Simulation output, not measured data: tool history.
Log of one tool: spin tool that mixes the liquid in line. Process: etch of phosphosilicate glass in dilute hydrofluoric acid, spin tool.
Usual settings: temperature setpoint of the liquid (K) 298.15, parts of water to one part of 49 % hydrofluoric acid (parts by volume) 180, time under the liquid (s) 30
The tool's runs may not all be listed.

| run | hour | temperature setpoint of the liquid (K) | parts of water to one part of 49 % hydrofluoric acid (parts by volume) | time under the liquid (s) | read-back film thickness of the phosphosilicate glass reference wafer, read on the same gauge (nm) | thickness taken off the phosphosilicate glass on a monitor wafer (nm) |
|---|---|---|---|---|---|---|
| 1 | 0.0 | 298.15 | 180 | 20 | 80.01 | 17.07 |
| 2 | 33.4 | 298.15 | 200 | 30 | 79.99 | 22.49 |
| 3 | 141.3 | 298.15 | 200 | 30 | 80.00 | 22.19 |
|  | 158.6 | hydrofluoric acid flow meter replaced |
|  | 166.1 | thermometer replaced |
| 4 | 173.0 | 298.15 | 200 | 30 | 80.03 | 20.31 |
| 5 | 188.8 | 298.15 | 180 | 30 | 79.99 | 23.23 |
| 6 | 201.6 | 298.15 | 230 | 30 | 80.00 | 17.11 |
| 7 | 229.1 | 298.15 | 130 | 30 | 79.99 | 34.33 |
| 8 | 242.8 | 298.15 | 130 | 30 | 80.00 | 33.88 |
| 9 | 255.9 | 298.15 | 180 | 45 | 80.01 | 34.87 |
| 10 | 285.0 | 298.15 | 180 | 45 | 80.00 | 34.58 |
| 11 | 300.8 | 298.15 | 180 | 30 | 80.01 | 23.04 |
| 12 | 322.9 | 298.15 | 265 | 15 | 80.02 | 7.02 |
| 13 | 349.0 | 298.15 | 180 | 30 | 79.97 | 23.03 |
| 14 | 363.4 | 298.15 | 180 | 30 | 80.00 | 22.97 |
| 15 | 376.6 | 298.15 | 180 | 30 | 79.99 | 22.60 |
| 16 | 410.5 | 298.15 | 120 | 30 | 79.98 | 37.06 |
| 17 | 426.3 | 298.15 | 180 | 15 | 80.02 | 11.31 |
|  | 435.2 | gauge calibrated |
|  | 446.9 | hydrofluoric acid flow meter replaced, repeated, since the last time left the tool worse |
| 18 | 448.7 | 300.15 | 180 | 30 | 80.01 | 29.72 |
| 19 | 480.6 | 298.15 | 180 | 30 | 80.04 | 27.78 |
| 20 | 498.1 | 295.65 | 180 | 30 | 79.98 | 25.00 |
| 21 | 518.2 | 298.15 | 125 | 30 | 80.02 | 42.66 |
| 22 | 535.0 | 301.15 | 115 | 40 | 80.00 | 69.80 |
| 23 | 569.1 | 298.15 | 265 | 15 | 79.99 | 8.56 |
| 24 | 597.8 | 295.15 | 215 | 30 | 79.99 | 19.67 |
| 25 | 616.4 | 298.15 | 200 | 30 | 79.97 | 24.14 |
| 26 | 642.8 | 298.15 | 95 | 30 | 79.99 | 57.99 |
| 27 | 696.7 | 293.65 | 230 | 45 | 79.99 | 25.49 |
| 28 | 726.2 | 298.15 | 110 | 30 | 79.99 | 48.10 |
| 29 | 761.8 | 298.15 | 130 | 45 | 80.01 | 59.80 |
| 30 | 781.0 | 298.15 | 180 | 30 | 80.00 | 26.87 |
| 31 | 836.3 | 298.15 | 180 | 30 | 79.97 | 27.18 |

The next listed run, before its measurement:
| 32 | 866.5 | 300.65 | 180 | 30 | ? | ? |

{"run 32": {"read-back film thickness of the phosphosilicate glass reference wafer, read on the same gauge (nm)": 80.02, "thickness taken off the phosphosilicate glass on a monitor wafer (nm)": 29.42}}
Without the tool's hidden state the same run would have given thickness taken off the phosphosilicate glass on a monitor wafer (nm) 30.44.
